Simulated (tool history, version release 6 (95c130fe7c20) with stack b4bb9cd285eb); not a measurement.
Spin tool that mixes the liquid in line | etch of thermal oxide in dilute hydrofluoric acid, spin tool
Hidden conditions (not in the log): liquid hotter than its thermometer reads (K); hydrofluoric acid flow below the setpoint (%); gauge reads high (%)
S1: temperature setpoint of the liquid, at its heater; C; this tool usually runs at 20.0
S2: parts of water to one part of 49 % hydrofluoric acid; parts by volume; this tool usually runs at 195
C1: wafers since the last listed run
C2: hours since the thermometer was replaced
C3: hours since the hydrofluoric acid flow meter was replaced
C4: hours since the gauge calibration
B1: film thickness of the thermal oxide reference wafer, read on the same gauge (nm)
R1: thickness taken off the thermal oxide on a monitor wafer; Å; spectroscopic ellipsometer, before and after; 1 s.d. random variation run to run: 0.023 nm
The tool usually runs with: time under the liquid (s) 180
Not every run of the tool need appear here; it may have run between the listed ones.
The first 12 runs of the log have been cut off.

-- day=27.979 hydrofluoric acid flow meter replaced
run 13 day=28.100 | S1=20.0 S2=195 time_under_the_liquid_(s)=180 | C1=475 C2=1644.7 C3=2.9 C4=1672.2 | B1=150.000 | R1=36.29
run 14 day=29.396 | S1=20.0 S2=195 time_under_the_liquid_(s)=180 | C1=244 C2=1675.8 C3=34.0 C4=1703.3 | B1=149.981 | R1=36.12
run 15 day=30.733 | S1=20.0 S2=195 time_under_the_liquid_(s)=180 | C1=252 C2=1707.9 C3=66.1 C4=1735.4 | B1=150.020 | R1=36.45
-- day=31.004 thermometer replaced
run 16 day=32.358 | S1=23.5 S2=160 time_under_the_liquid_(s)=180 | C1=299 C2=32.5 C3=105.1 C4=1774.4 | B1=150.004 | R1=48.79
run 17 day=34.833 | S1=24.5 S2=195 time_under_the_liquid_(s)=240 | C1=467 C2=91.9 C3=164.5 C4=1833.8 | B1=150.026 | R1=53.09
-- day=35.233 gauge calibrated
run 18 day=36.271 | S1=24.0 S2=270 time_under_the_liquid_(s)=150 | C1=271 C2=126.4 C3=199.0 C4=24.9 | B1=149.967 | R1=21.94
run 19 day=38.767 | S1=20.0 S2=195 time_under_the_liquid_(s)=180 | C1=471 C2=186.3 C3=258.9 C4=84.8 | B1=149.998 | R1=34.11
run 20 day=40.529 | S1=18.0 S2=240 time_under_the_liquid_(s)=105 | C1=333 C2=228.6 C3=301.2 C4=127.1 | B1=149.992 | R1=14.24
run 21 day=43.488 | S1=20.0 S2=195 time_under_the_liquid_(s)=180 | C1=559 C2=299.6 C3=372.2 C4=198.1 | B1=150.030 | R1=34.16
run 22 day=44.800 | S1=20.0 S2=195 time_under_the_liquid_(s)=180 | C1=248 C2=331.1 C3=403.7 C4=229.6 | B1=150.018 | R1=34.03
run 23 day=46.983 | S1=17.0 S2=195 time_under_the_liquid_(s)=100 | C1=412 C2=383.5 C3=456.1 C4=282.0 | B1=149.992 | R1=16.84
run 24 day=49.396 | S1=20.0 S2=265 time_under_the_liquid_(s)=275 | C1=455 C2=441.4 C3=514.0 C4=339.9 | B1=150.022 | R1=35.67
run 25 day=52.029 | S1=20.0 S2=115 time_under_the_liquid_(s)=180 | C1=497 C2=504.6 C3=577.2 C4=403.1 | B1=149.987 | R1=61.73
run 26 day=54.896 | S1=17.0 S2=150 time_under_the_liquid_(s)=180 | C1=541 C2=573.4 C3=646.0 C4=471.9 | B1=150.003 | R1=40.80
run 27 day=57.046 | S1=24.0 S2=145 time_under_the_liquid_(s)=90 | C1=406 C2=625.0 C3=697.6 C4=523.5 | B1=149.984 | R1=27.87
run 28 day=59.383 | S1=17.0 S2=150 time_under_the_liquid_(s)=180 | C1=441 C2=681.1 C3=753.7 C4=579.6 | B1=149.982 | R1=41.21
run 29 day=61.383 | S1=23.0 S2=265 time_under_the_liquid_(s)=180 | C1=377 C2=729.1 C3=801.7 C4=627.6 | B1=150.003 | R1=25.81
run 30 day=63.738 | S1=20.0 S2=145 time_under_the_liquid_(s)=150 | C1=444 C2=785.6 C3=858.2 C4=684.1 | B1=150.020 | R1=40.75
run 31 day=65.417 | S1=23.0 S2=265 time_under_the_liquid_(s)=180 | C1=317 C2=825.9 C3=898.5 C4=724.4 | B1=149.991 | R1=26.16

Here are 4 independent what-if runs from the current tool condition. What would each one return?
run A day=65.438 | S1=20.0 S2=195 time_under_the_liquid_(s)=250 | C1=3 C2=826.4 C3=899.0 C4=724.9 | B1=? | R1=?
run B day=65.438 | S1=17.5 S2=195 time_under_the_liquid_(s)=90 | C1=3 C2=826.4 C3=899.0 C4=724.9 | B1=? | R1=?
run C day=65.438 | S1=24.0 S2=275 time_under_the_liquid_(s)=225 | C1=3 C2=826.4 C3=899.0 C4=724.9 | B1=? | R1=?
run D day=65.438 | S1=20.0 S2=195 time_under_the_liquid_(s)=215 | C1=3 C2=826.4 C3=899.0 C4=724.9 | B1=? | R1=?

run=A B1=149.982 R1=47.62
run=B B1=149.982 R1=15.56
run=C B1=149.982 R1=32.36
run=D B1=149.982 R1=40.95
With the hidden condition removed and each run's random variation left untouched, the same runs would have given:
run=A R1=47.03
run=B R1=15.35
run=C R1=32.15
run=D R1=40.45

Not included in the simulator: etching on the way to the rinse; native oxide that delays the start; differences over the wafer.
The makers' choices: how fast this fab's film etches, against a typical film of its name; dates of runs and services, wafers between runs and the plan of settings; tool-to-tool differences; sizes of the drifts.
